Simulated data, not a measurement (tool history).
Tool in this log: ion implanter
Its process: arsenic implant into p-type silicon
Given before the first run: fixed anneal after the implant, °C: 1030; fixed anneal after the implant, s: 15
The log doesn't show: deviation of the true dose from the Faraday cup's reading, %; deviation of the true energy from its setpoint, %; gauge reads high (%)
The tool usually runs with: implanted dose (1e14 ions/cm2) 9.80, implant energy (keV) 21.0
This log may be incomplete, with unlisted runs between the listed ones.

run     day  implanted dose (1e14 ions/cm2)  implant energy (keV)  wafers since the last listed run  hours since the last dose calibration  hours since the extraction supply was calibrated  hours since the gauge calibration  read-back reference wafer on the same gauge, sheet resistance  sheet resistance of the implanted and annealed layer (ohm/square)
  1   0.000                            9.80                  18.5                                 0                                 1193.0                                            4130.3                               10.2                                                         134.97                                                             134.23
  2   0.638                            9.80                  18.5                               229                                 1208.3                                            4145.6                               25.5                                                         134.95                                                             133.86
  3   1.196                           10.61                  21.0                               200                                 1221.7                                            4159.0                               38.9                                                         135.00                                                             124.79
  4   2.025                            9.80                  21.0                               297                                 1241.6                                            4178.9                               58.8                                                         134.95                                                             130.61
  5   4.950                            9.80                  21.0                              1050                                 1311.8                                            4249.1                              129.0                                                         134.96                                                             130.42
  6   5.554                            9.80                  21.0                               217                                 1326.3                                            4263.6                              143.5                                                         135.03                                                             130.65
  7   6.317                            7.88                  26.0                               273                                 1344.6                                            4281.9                              161.8                                                         134.98                                                             143.68
  8   6.979                            7.88                  26.0                               237                                 1360.5                                            4297.8                              177.7                                                         134.94                                                             143.70
  9   7.871                            9.80                  21.0                               320                                 1381.9                                            4319.2                              199.1                                                         135.07                                                             130.74
 10   9.367                            9.80                  21.0                               537                                 1417.8                                            4355.1                              235.0                                                         134.99                                                             130.29
     10.538  -- extraction supply calibrated
 11  11.979                            9.80                  25.0                               818                                 1480.5                                              34.6                              297.7                                                         134.98                                                             125.69
 12  12.700                            9.80                  21.0                               258                                 1497.8                                              51.9                              315.0                                                         135.01                                                             130.14
     13.700  -- Faraday cup replaced and dose calibrated
 13  13.721                            9.80                  21.0                               246                                    0.5                                              76.4                              339.5                                                         135.00                                                             133.40
 14  14.975                           12.56                  21.0                               450                                   30.6                                             106.5                              369.6                                                         135.00                                                             117.41
 15  15.696                            8.84                  14.5                               258                                   47.9                                             123.8                              386.9                                                         134.99                                                             151.09
 16  16.542                            9.80                  16.0                               303                                   68.2                                             144.1                              407.2                                                         134.97                                                             139.63
     16.600  -- gauge calibrated
 17  17.429                           11.37                  17.0                               318                                   89.5                                             165.4                               19.9                                                         134.92                                                             127.71
 18  18.546                            7.75                  26.5                               401                                  116.3                                             192.2                               46.7                                                         135.02                                                             149.08
 19  19.521                           11.36                  16.0                               350                                  139.7                                             215.6                               70.1                                                         135.01                                                             129.53

Run 20 is up next; what results do you expect?
 20  20.762                            9.80                  15.0                               446                                  169.5                                             245.4                               99.9                                                              ?                                                                  ?

read-back reference wafer on the same gauge, sheet resistance: 135.02
sheet resistance of the implanted and annealed layer (ohm/square): 141.41
Were there no unlogged condition in the tool, this run, its random variation unchanged, would have produced sheet resistance of the implanted and annealed layer (ohm/square) 141.60.
